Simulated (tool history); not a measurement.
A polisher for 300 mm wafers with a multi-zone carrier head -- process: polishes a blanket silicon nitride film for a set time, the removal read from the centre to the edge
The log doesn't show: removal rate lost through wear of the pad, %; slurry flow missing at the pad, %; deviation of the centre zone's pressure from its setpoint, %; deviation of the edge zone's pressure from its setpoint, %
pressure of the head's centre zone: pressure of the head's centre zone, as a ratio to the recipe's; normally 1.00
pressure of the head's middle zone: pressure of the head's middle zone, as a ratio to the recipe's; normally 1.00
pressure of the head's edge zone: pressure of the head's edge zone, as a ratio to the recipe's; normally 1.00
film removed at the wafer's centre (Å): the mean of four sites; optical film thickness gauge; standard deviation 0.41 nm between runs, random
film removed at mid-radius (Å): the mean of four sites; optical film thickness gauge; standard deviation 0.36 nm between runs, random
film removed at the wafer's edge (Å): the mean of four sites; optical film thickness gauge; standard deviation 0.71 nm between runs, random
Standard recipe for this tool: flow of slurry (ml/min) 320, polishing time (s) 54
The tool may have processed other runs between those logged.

| run | day | flow of slurry (ml/min) | pressure of the head's centre zone | pressure of the head's middle zone | pressure of the head's edge zone | polishing time (s) | wafers since the last listed run | wafers polished on this pad | hours since the slurry nozzle was cleaned | hours since the centre zone pressure was calibrated | hours since the edge zone pressure was calibrated | hours since the carrier head's membrane was replaced | incoming thickness of the incoming film, nm | film removed at the wafer's centre (Å) | film removed at mid-radius (Å) | film removed at the wafer's edge (Å) |
|---|---|---|---|---|---|---|---|---|---|---|---|---|---|---|---|---|
| 1 | 0.000 | 320 | 1.00 | 1.00 | 0.96 | 61 | 0 | 294 | 364.8 | 720.7 | 684.7 | 1423.8 | 942.8 | 622 | 626 | 591 |
| 2 | 1.071 | 320 | 1.00 | 1.00 | 0.96 | 61 | 358 | 652 | 390.5 | 746.4 | 710.4 | 1449.5 | 939.1 | 593 | 601 | 590 |
| 3 | 1.583 | 320 | 1.00 | 1.00 | 0.96 | 61 | 171 | 824 | 402.8 | 758.7 | 722.7 | 1461.8 | 953.1 | 576 | 578 | 563 |
|  | 2.117 | worn pad replaced by a new one |
| 4 | 2.712 | 320 | 1.00 | 1.00 | 1.00 | 54 | 322 | 199 | 429.9 | 785.8 | 749.8 | 1488.9 | 923.8 | 558 | 554 | 561 |
| 5 | 3.567 | 320 | 1.00 | 1.00 | 1.00 | 54 | 286 | 485 | 450.4 | 806.3 | 770.3 | 1509.4 | 937.9 | 538 | 544 | 544 |
| 6 | 4.562 | 320 | 1.00 | 1.06 | 1.00 | 54 | 333 | 819 | 474.3 | 830.2 | 794.2 | 1533.3 | 940.4 | 517 | 539 | 503 |
|  | 4.767 | worn pad replaced by a new one |
|  | 5.433 | centre zone pressure recalibrated |
| 7 | 6.050 | 320 | 1.00 | 1.00 | 1.00 | 54 | 414 | 402 | 510.0 | 14.8 | 829.9 | 1569.0 | 944.0 | 542 | 541 | 551 |
| 8 | 7.121 | 320 | 1.00 | 1.00 | 1.00 | 54 | 358 | 761 | 535.7 | 40.5 | 855.6 | 1594.7 | 923.8 | 517 | 515 | 524 |
|  | 7.317 | worn pad replaced by a new one |
| 9 | 7.812 | 220 | 1.00 | 1.00 | 1.00 | 54 | 175 | 166 | 552.3 | 57.1 | 872.2 | 1611.3 | 940.8 | 522 | 524 | 540 |
| 10 | 8.938 | 290 | 1.00 | 1.00 | 1.00 | 54 | 376 | 543 | 579.3 | 84.1 | 899.2 | 1638.3 | 935.3 | 519 | 533 | 529 |
|  | 9.233 | edge zone pressure recalibrated |
|  | 10.050 | carrier head's membrane replaced by a new one |
|  | 10.158 | slurry nozzle cleaned |
|  | 10.342 | worn pad replaced by a new one |
| 11 | 10.362 | 380 | 1.11 | 1.00 | 0.97 | 38 | 309 | 6 | 4.9 | 118.3 | 27.1 | 7.5 | 938.2 | 453 | 406 | 403 |
| 12 | 10.804 | 320 | 1.05 | 0.90 | 1.00 | 72 | 147 | 154 | 15.5 | 128.9 | 37.7 | 18.1 | 953.1 | 787 | 701 | 744 |
| 13 | 11.367 | 290 | 1.00 | 1.00 | 0.92 | 54 | 188 | 342 | 29.0 | 142.4 | 51.2 | 31.6 | 948.1 | 564 | 559 | 535 |
| 14 | 12.008 | 320 | 1.00 | 1.06 | 1.00 | 54 | 214 | 557 | 44.4 | 157.8 | 66.6 | 47.0 | 945.8 | 555 | 582 | 551 |
|  | 12.704 | worn pad replaced by a new one |
| 15 | 13.017 | 375 | 1.00 | 1.05 | 1.00 | 54 | 282 | 105 | 68.6 | 182.0 | 90.8 | 71.2 | 925.9 | 565 | 592 | 565 |
| 16 | 13.762 | 320 | 1.00 | 1.00 | 1.00 | 54 | 249 | 354 | 86.5 | 199.9 | 108.7 | 89.1 | 952.6 | 558 | 555 | 553 |

Same runs, no hidden state in the tool, same run-to-run variation:
| run | film removed at the wafer's centre (Å) | film removed at mid-radius (Å) | film removed at the wafer's edge (Å) |
|---|---|---|---|
| 1 | 648 | 652 | 613 |
| 2 | 644 | 652 | 638 |
| 3 | 646 | 647 | 628 |
| 4 | 577 | 572 | 577 |
| 5 | 570 | 575 | 573 |
| 6 | 578 | 601 | 558 |
| 7 | 572 | 569 | 576 |
| 8 | 575 | 572 | 578 |
| 9 | 549 | 549 | 559 |
| 10 | 560 | 573 | 563 |
| 11 | 453 | 406 | 404 |
| 12 | 790 | 704 | 747 |
| 13 | 573 | 568 | 543 |
| 14 | 576 | 603 | 572 |
| 15 | 576 | 604 | 575 |
| 16 | 576 | 573 | 571 |

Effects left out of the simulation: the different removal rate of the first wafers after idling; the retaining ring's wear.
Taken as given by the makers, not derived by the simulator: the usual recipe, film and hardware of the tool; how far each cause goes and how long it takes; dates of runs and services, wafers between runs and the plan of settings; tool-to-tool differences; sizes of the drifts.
